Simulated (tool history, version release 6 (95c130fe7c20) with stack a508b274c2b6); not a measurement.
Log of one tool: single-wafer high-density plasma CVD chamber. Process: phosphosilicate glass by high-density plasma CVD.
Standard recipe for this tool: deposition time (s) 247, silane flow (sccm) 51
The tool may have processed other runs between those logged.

| run | day | deposition time (s) | silane flow (sccm) | wafers since the last listed run | hours since the silane flow controller was replaced | hours since the gauge calibration | read-back reference wafer on the same gauge, thickness_nm | mean film thickness on the monitor wafer (nm) |
|---|---|---|---|---|---|---|---|---|
| 1 | 0.000 | 247 | 51 | 0 | 834.6 | 161.8 | 1128.864 | 1345.663 |
| 2 | 2.700 | 247 | 51 | 463 | 899.4 | 226.6 | 1129.826 | 1337.902 |
| 3 | 5.688 | 247 | 51 | 512 | 971.1 | 298.3 | 1128.652 | 1350.635 |
| 4 | 7.862 | 247 | 51 | 373 | 1023.3 | 350.5 | 1130.663 | 1338.550 |
| 5 | 10.371 | 247 | 51 | 430 | 1083.5 | 410.7 | 1129.511 | 1339.517 |
| 6 | 13.200 | 247 | 51 | 485 | 1151.4 | 478.6 | 1129.626 | 1329.438 |
| 7 | 15.779 | 247 | 51 | 442 | 1213.3 | 540.5 | 1130.702 | 1328.817 |
| 8 | 18.567 | 247 | 51 | 478 | 1280.2 | 607.4 | 1131.618 | 1332.823 |
| 9 | 21.296 | 247 | 51 | 468 | 1345.7 | 672.9 | 1128.234 | 1336.527 |
| 10 | 24.204 | 247 | 51 | 499 | 1415.5 | 742.7 | 1129.977 | 1323.993 |
| 11 | 25.871 | 247 | 51 | 285 | 1455.5 | 782.7 | 1130.868 | 1332.283 |
| 12 | 26.975 | 247 | 51 | 189 | 1482.0 | 809.2 | 1129.702 | 1329.123 |
| 13 | 28.612 | 247 | 51 | 280 | 1521.3 | 848.5 | 1128.747 | 1327.034 |
|  | 28.829 | gauge calibrated |
| 14 | 30.892 | 247 | 51 | 391 | 1576.0 | 49.5 | 1129.130 | 1338.302 |
| 15 | 32.942 | 247 | 51 | 351 | 1625.2 | 98.7 | 1130.234 | 1325.254 |
| 16 | 35.388 | 247 | 51 | 419 | 1683.9 | 157.4 | 1128.978 | 1328.394 |
| 17 | 37.742 | 272 | 51 | 403 | 1740.4 | 213.9 | 1130.609 | 1460.844 |
| 18 | 39.921 | 247 | 42 | 373 | 1792.7 | 266.2 | 1128.496 | 1116.675 |
| 19 | 42.121 | 211 | 48 | 377 | 1845.5 | 319.0 | 1131.553 | 1079.933 |
|  | 43.267 | silane flow controller replaced |
| 20 | 43.625 | 209 | 46 | 200 | 8.6 | 355.1 | 1127.766 | 1081.234 |
| 21 | 44.812 | 247 | 51 | 203 | 37.1 | 383.6 | 1128.305 | 1396.688 |
| 22 | 46.538 | 294 | 57 | 295 | 78.5 | 425.0 | 1128.659 | 1840.161 |
| 23 | 48.904 | 215 | 47 | 406 | 135.3 | 481.8 | 1131.042 | 1124.877 |
| 24 | 51.862 | 233 | 43 | 507 | 206.3 | 552.8 | 1129.795 | 1122.691 |
| 25 | 54.612 | 281 | 51 | 471 | 272.3 | 618.8 | 1129.252 | 1556.181 |
| 26 | 55.712 | 247 | 51 | 188 | 298.7 | 645.2 | 1129.765 | 1370.093 |
| 27 | 56.738 | 275 | 55 | 175 | 323.3 | 669.8 | 1128.822 | 1638.354 |

Below, each run's measurement less what the same run would have read without the hidden state. Both values contain the same run-to-run variation, but the gauge's scatter may not be the same in both:
Hidden state at play: delivered silane flow above the setpoint (%); gauge reads high (%).
| run | mean film thickness on the monitor wafer (nm) |
|---|---|
| 1 | -50.531 |
| 2 | -52.057 |
| 3 | -54.387 |
| 4 | -55.106 |
| 5 | -56.425 |
| 6 | -57.302 |
| 7 | -58.351 |
| 8 | -59.584 |
| 9 | -60.690 |
| 10 | -61.017 |
| 11 | -61.874 |
| 12 | -62.025 |
| 13 | -62.350 |
| 14 | -63.429 |
| 15 | -63.263 |
| 16 | -63.912 |
| 17 | -70.769 |
| 18 | -54.411 |
| 19 | -52.905 |
| 20 | +5.623 |
| 21 | +4.471 |
| 22 | +0.799 |
| 23 | -3.499 |
| 24 | -8.038 |
| 25 | -16.456 |
| 26 | -16.240 |
| 27 | -21.300 |
